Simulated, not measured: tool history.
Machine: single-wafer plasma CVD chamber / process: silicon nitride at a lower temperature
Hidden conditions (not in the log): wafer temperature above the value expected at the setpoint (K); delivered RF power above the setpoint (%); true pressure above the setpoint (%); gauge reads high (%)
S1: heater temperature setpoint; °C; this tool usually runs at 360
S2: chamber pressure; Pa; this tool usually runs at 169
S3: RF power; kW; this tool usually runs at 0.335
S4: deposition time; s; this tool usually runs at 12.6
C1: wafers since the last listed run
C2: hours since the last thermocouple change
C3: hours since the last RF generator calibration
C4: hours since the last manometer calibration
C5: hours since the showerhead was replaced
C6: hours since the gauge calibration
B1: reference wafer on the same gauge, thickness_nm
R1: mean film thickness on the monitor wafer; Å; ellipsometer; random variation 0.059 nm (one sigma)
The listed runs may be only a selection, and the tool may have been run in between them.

| run | day | S1 | S2 | S3 | S4 | C1 | C2 | C3 | C4 | C5 | C6 | B1 | R1 |
|---|---|---|---|---|---|---|---|---|---|---|---|---|---|
| 1 | 0 | 352 | 169 | 0.335 | 12.6 | 0 | 1584.4 | 1508.9 | 1700.4 | 8060.6 | 289.2 | 13.482 | 146.28 |
| 2 | 2.992 | 352 | 169 | 0.335 | 12.6 | 1829 | 1656.2 | 1580.7 | 1772.2 | 8132.4 | 361 | 13.511 | 146.31 |
|  | 3.062 | gauge calibrated |
| 3 | 4.233 | 360 | 169 | 0.335 | 12.6 | 759 | 1686 | 1610.5 | 1802 | 8162.2 | 28.1 | 13.498 | 145.27 |
| 4 | 7.35 | 360 | 169 | 0.335 | 12.6 | 1906 | 1760.8 | 1685.3 | 1876.8 | 8237 | 102.9 | 13.501 | 144.53 |
| 5 | 8.662 | 360 | 169 | 0.335 | 12.6 | 802 | 1792.3 | 1716.8 | 1908.3 | 8268.5 | 134.4 | 13.507 | 145.02 |
| 6 | 9.817 | 372 | 169 | 0.335 | 12.6 | 705 | 1820 | 1744.5 | 1936 | 8296.2 | 162.1 | 13.488 | 143.33 |
| 7 | 10.333 | 372 | 169 | 0.335 | 12.6 | 316 | 1832.4 | 1756.9 | 1948.4 | 8308.6 | 174.5 | 13.512 | 144.29 |
|  | 11.404 | capacitance manometer re-zeroed and calibrated |
| 8 | 11.425 | 360 | 147 | 0.335 | 12.6 | 463 | 1858.6 | 1783.1 | 0.5 | 8334.8 | 200.7 | 13.502 | 139.59 |
| 9 | 12.525 | 360 | 147 | 0.335 | 12.6 | 672 | 1885 | 1809.5 | 26.9 | 8361.2 | 227.1 | 13.511 | 138.96 |
|  | 13.792 | thermocouple changed; heater temperature recalibrated |
| 10 | 14.15 | 360 | 151 | 0.335 | 12.6 | 790 | 8.6 | 1848.5 | 65.9 | 8400.2 | 266.1 | 13.512 | 141.55 |
| 11 | 15.4 | 360 | 151 | 0.335 | 12.6 | 764 | 38.6 | 1878.5 | 95.9 | 8430.2 | 296.1 | 13.508 | 140.9 |
| 12 | 15.962 | 360 | 169 | 0.335 | 12.6 | 344 | 52.1 | 1892 | 109.4 | 8443.7 | 309.6 | 13.487 | 145.26 |
| 13 | 16.629 | 360 | 169 | 0.335 | 12.6 | 407 | 68.1 | 1908 | 125.4 | 8459.7 | 325.6 | 13.488 | 144.58 |
|  | 17.617 | RF generator calibrated |
| 14 | 17.638 | 360 | 207 | 0.335 | 12.6 | 412 | 92.3 | 0.5 | 149.6 | 8483.9 | 349.8 | 13.487 | 160.57 |
| 15 | 18.796 | 360 | 169 | 0.335 | 12.6 | 708 | 120.1 | 28.3 | 177.4 | 8511.7 | 377.6 | 13.496 | 152.41 |
|  | 19.929 | gauge calibrated |
| 16 | 20.212 | 360 | 201 | 0.36 | 12.6 | 866 | 154.1 | 62.3 | 211.4 | 8545.7 | 6.8 | 13.48 | 165.64 |
| 17 | 21.317 | 360 | 169 | 0.335 | 12.6 | 675 | 180.6 | 88.8 | 237.9 | 8572.2 | 33.3 | 13.483 | 151.45 |
| 18 | 21.892 | 360 | 169 | 0.335 | 12.6 | 351 | 194.4 | 102.6 | 251.7 | 8586 | 47.1 | 13.5 | 150.66 |
| 19 | 23.112 | 360 | 203 | 0.395 | 11.6 | 746 | 223.7 | 131.9 | 281 | 8615.3 | 76.4 | 13.501 | 160.36 |
|  | 23.954 | showerhead replaced |
| 20 | 24.525 | 360 | 169 | 0.335 | 12.6 | 660 | 257.6 | 165.8 | 314.9 | 13.7 | 110.3 | 13.485 | 150.48 |
| 21 | 25.788 | 360 | 200 | 0.335 | 12.6 | 772 | 287.9 | 196.1 | 345.2 | 44 | 140.6 | 13.493 | 156.35 |
| 22 | 26.962 | 360 | 169 | 0.335 | 10.7 | 718 | 316.1 | 224.3 | 373.4 | 72.2 | 168.8 | 13.474 | 127.14 |
| 23 | 27.479 | 352 | 204 | 0.335 | 12.6 | 316 | 328.5 | 236.7 | 385.8 | 84.6 | 181.2 | 13.477 | 158.24 |
| 24 | 28.362 | 360 | 169 | 0.335 | 12.6 | 540 | 349.7 | 257.9 | 407 | 105.8 | 202.4 | 13.511 | 149.68 |
| 25 | 29.771 | 355 | 203 | 0.295 | 12.6 | 861 | 383.5 | 291.7 | 440.8 | 139.6 | 236.2 | 13.504 | 145.32 |
| 26 | 30.608 | 360 | 211 | 0.335 | 10.7 | 512 | 403.6 | 311.8 | 460.9 | 159.7 | 256.3 | 13.499 | 134.63 |
| 27 | 31.267 | 360 | 143 | 0.29 | 12.6 | 402 | 419.4 | 327.6 | 476.7 | 175.5 | 272.1 | 13.494 | 130.32 |

Branching from run 27: 3 alternative next runs. What would each branch give?
| A | 31.283 | 360 | 169 | 0.335 | 12.6 | 10 | 419.8 | 328 | 477.1 | 175.9 | 272.5 | ? | ? |
| B | 31.283 | 360 | 153 | 0.315 | 13.5 | 10 | 419.8 | 328 | 477.1 | 175.9 | 272.5 | ? | ? |
| C | 31.283 | 373 | 140 | 0.295 | 14.5 | 10 | 419.8 | 328 | 477.1 | 175.9 | 272.5 | ? | ? |

| run | B1 | R1 |
|---|---|---|
| A | 13.495 | 149.61 |
| B | 13.495 | 150.32 |
| C | 13.495 | 150.32 |
With no hidden state in the tool, these same runs would have given:
| run | R1 |
|---|---|
| A | 153.23 |
| B | 154.01 |
| C | 154.12 |

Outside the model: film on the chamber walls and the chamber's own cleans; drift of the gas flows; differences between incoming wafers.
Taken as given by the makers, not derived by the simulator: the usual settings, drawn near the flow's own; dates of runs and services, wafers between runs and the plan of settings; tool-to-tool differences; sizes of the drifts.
